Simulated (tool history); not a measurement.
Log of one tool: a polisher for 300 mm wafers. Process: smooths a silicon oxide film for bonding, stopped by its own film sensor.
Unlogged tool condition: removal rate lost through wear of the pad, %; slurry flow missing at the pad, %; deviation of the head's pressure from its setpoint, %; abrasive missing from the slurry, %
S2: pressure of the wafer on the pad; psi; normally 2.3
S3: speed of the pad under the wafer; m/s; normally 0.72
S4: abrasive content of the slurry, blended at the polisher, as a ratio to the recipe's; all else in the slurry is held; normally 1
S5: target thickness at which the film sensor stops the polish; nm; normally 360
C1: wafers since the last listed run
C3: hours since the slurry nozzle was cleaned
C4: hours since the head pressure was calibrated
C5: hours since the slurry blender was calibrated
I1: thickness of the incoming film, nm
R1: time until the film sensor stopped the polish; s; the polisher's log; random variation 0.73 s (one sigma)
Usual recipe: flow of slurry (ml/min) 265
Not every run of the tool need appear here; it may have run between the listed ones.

Run 1, hour 0: usual settings but flow of slurry (ml/min) 200, S2 2.7 psi; C1 0; wafers polished on this pad 1226; C3 421.4; C4 176.1; C5 88.2; I1 401.3. Result: R1 68.3 s.
Run 2, hour 60.9: usual settings but flow of slurry (ml/min) 200, S2 2.7 psi; C1 847; wafers polished on this pad 2073; C3 482.3; C4 237; C5 149.1; I1 397. Result: R1 66 s.
At hour 77.8: worn pad replaced by a new one.
Run 3, hour 78.3: usual settings; C1 186; wafers polished on this pad 7; C3 499.7; C4 254.4; C5 166.5; I1 401. Result: R1 68.4 s.
Run 4, hour 101.2: usual settings but S5 351 nm; C1 318; wafers polished on this pad 326; C3 522.6; C4 277.3; C5 189.4; I1 393.3. Result: R1 72.2 s.
At hour 117.8: head pressure recalibrated.
Run 5, hour 133.2: usual settings but S5 351 nm; C1 417; wafers polished on this pad 743; C3 554.6; C4 15.4; C5 221.4; I1 400. Result: R1 85.3 s.
At hour 144.5: slurry blender recalibrated.
Run 6, hour 156.5: usual settings but S5 351 nm; C1 296; wafers polished on this pad 1039; C3 577.9; C4 38.7; C5 12; I1 395.7. Result: R1 81.8 s.
Run 7, hour 179.2: usual settings but S4 1.2; C1 315; wafers polished on this pad 1355; C3 600.6; C4 61.4; C5 34.7; I1 400.3. Result: R1 69.4 s.
Run 8, hour 209.3: usual settings but S4 1.2; C1 418; wafers polished on this pad 1773; C3 630.7; C4 91.5; C5 64.8; I1 402.9. Result: R1 75.8 s.
At hour 220.4: worn pad replaced by a new one, of another model than before.
Run 9, hour 227.4: usual settings but flow of slurry (ml/min) 220, S3 0.64 m/s; C1 196; wafers polished on this pad 97; C3 648.8; C4 109.6; C5 82.9; I1 393.9. Result: R1 62.3 s.
Run 10, hour 246.7: usual settings but flow of slurry (ml/min) 220, S3 0.64 m/s; C1 268; wafers polished on this pad 365; C3 668.1; C4 128.9; C5 102.2; I1 395.1. Result: R1 66.9 s.
Run 11, hour 272.1: usual settings but flow of slurry (ml/min) 220, S3 0.64 m/s; C1 353; wafers polished on this pad 719; C3 693.5; C4 154.3; C5 127.6; I1 402.3. Result: R1 80.6 s.
At hour 308.5: slurry nozzle cleaned.
Run 12, hour 318.8: usual settings; C1 635; wafers polished on this pad 1354; C3 10.3; C4 201; C5 174.3; I1 405.4. Result: R1 83.3 s.
Run 13, hour 345.1: usual settings; C1 365; wafers polished on this pad 1720; C3 36.6; C4 227.3; C5 200.6; I1 401.1. Result: R1 77.3 s.
Run 14, hour 361.5: usual settings; C1 228; wafers polished on this pad 1948; C3 53; C4 243.7; C5 217; I1 396.3. Result: R1 68.6 s.
At hour 375.1: slurry blender recalibrated.
At hour 386: worn pad replaced by a new one.
Run 15, hour 394.4: usual settings; C1 374; wafers polished on this pad 117; C3 85.9; C4 276.6; C5 19.3; I1 404.7. Result: R1 74 s.
Run 16, hour 429.2: usual settings but flow of slurry (ml/min) 225, S2 2.1 psi; C1 484; wafers polished on this pad 601; C3 120.7; C4 311.4; C5 54.1; I1 397.8. Result: R1 69.6 s.
At hour 439.2: head pressure recalibrated.
Run 17, hour 453.6: usual settings but S5 370 nm; C1 311; wafers polished on this pad 912; C3 145.1; C4 14.4; C5 78.5; I1 394.7. Result: R1 44.6 s.
Run 18, hour 471.2: usual settings but flow of slurry (ml/min) 175, S2 2.6 psi, S4 1.25; C1 244; wafers polished on this pad 1157; C3 162.7; C4 32; C5 96.1; I1 396.7. Result: R1 60.5 s.
Run 19, hour 484.5: usual settings but flow of slurry (ml/min) 220, S3 0.64 m/s; C1 184; wafers polished on this pad 1342; C3 176; C4 45.3; C5 109.4; I1 398.7. Result: R1 77.5 s.
Run 20, hour 504.8: usual settings but S2 2.7 psi, S5 374 nm; C1 282; wafers polished on this pad 1625; C3 196.3; C4 65.6; C5 129.7; I1 403.9. Result: R1 50.6 s.
At hour 520.4: worn pad replaced by a new one.
Run 21, hour 534.1: usual settings but S2 1.6 psi, S5 369 nm; C1 351; wafers polished on this pad 190; C3 225.6; C4 94.9; C5 159; I1 405.4. Result: R1 74.9 s.
Run 22, hour 554.9: usual settings but S4 0.8; C1 289; wafers polished on this pad 479; C3 246.4; C4 115.7; C5 179.8; I1 408.5. Result: R1 93.1 s.
At hour 581.9: slurry blender recalibrated.
Run 23, hour 582.4: usual settings but S5 370 nm; C1 354; wafers polished on this pad 834; C3 273.9; C4 143.2; C5 0.5; I1 400.5. Result: R1 54.5 s.
Run 24, hour 598.9: usual settings; C1 229; wafers polished on this pad 1064; C3 290.4; C4 159.7; C5 17; I1 403.5. Result: R1 79.9 s.
Run 25, hour 633.3: usual settings but flow of slurry (ml/min) 355, S2 1.9 psi, S3 0.62 m/s, S4 1.25; C1 478; wafers polished on this pad 1542; C3 324.8; C4 194.1; C5 51.4; I1 402.5. Result: R1 87.9 s.
At hour 668.4: worn pad replaced by a new one.
Run 26, hour 668.9: usual settings but S2 1.8 psi, S3 0.64 m/s, S4 1.25; C1 439; wafers polished on this pad 7; C3 360.4; C4 229.7; C5 87; I1 401. Result: R1 75 s.
Run 27, hour 685.2: usual settings but S3 0.52 m/s; C1 226; wafers polished on this pad 233; C3 376.7; C4 246; C5 103.3; I1 406.7. Result: R1 94.8 s.
Run 28, hour 719: usual settings; C1 470; wafers polished on this pad 703; C3 410.5; C4 279.8; C5 137.1; I1 395.4. Result: R1 63.1 s.
At hour 750: head pressure recalibrated.
Run 29, hour 751.9: usual settings but flow of slurry (ml/min) 330; C1 429; wafers polished on this pad 1133; C3 443.4; C4 1.9; C5 170; I1 395.6. Result: R1 64.2 s.

4 options for the next run, each taken on its own from the tool as it stands now. Forecast them:
Run A, hour 752.3: usual settings; C1 5; wafers polished on this pad 1139; C3 443.8; C4 2.3; C5 170.4; I1 399.6. Result: R1 ?.
Run B, hour 752.3: usual settings but S2 2.9 psi, S4 1.1; C1 5; wafers polished on this pad 1139; C3 443.8; C4 2.3; C5 170.4; I1 399.6. Result: R1 ?.
Run C, hour 752.3: usual settings but flow of slurry (ml/min) 235, S2 2.9 psi, S3 0.9 m/s, S4 0.9; C1 5; wafers polished on this pad 1139; C3 443.8; C4 2.3; C5 170.4; I1 399.6. Result: R1 ?.
Run D, hour 752.3: usual settings but S5 353 nm; C1 5; wafers polished on this pad 1139; C3 443.8; C4 2.3; C5 170.4; I1 399.6. Result: R1 ?.

run    R1
  A  71.7
  B  61.9
  C  58.4
  D  84.4
Had the tool no hidden state, the same runs would have come out as:
run    R1
  A  66.4
  B  57.2
  C    54
  D  78.1
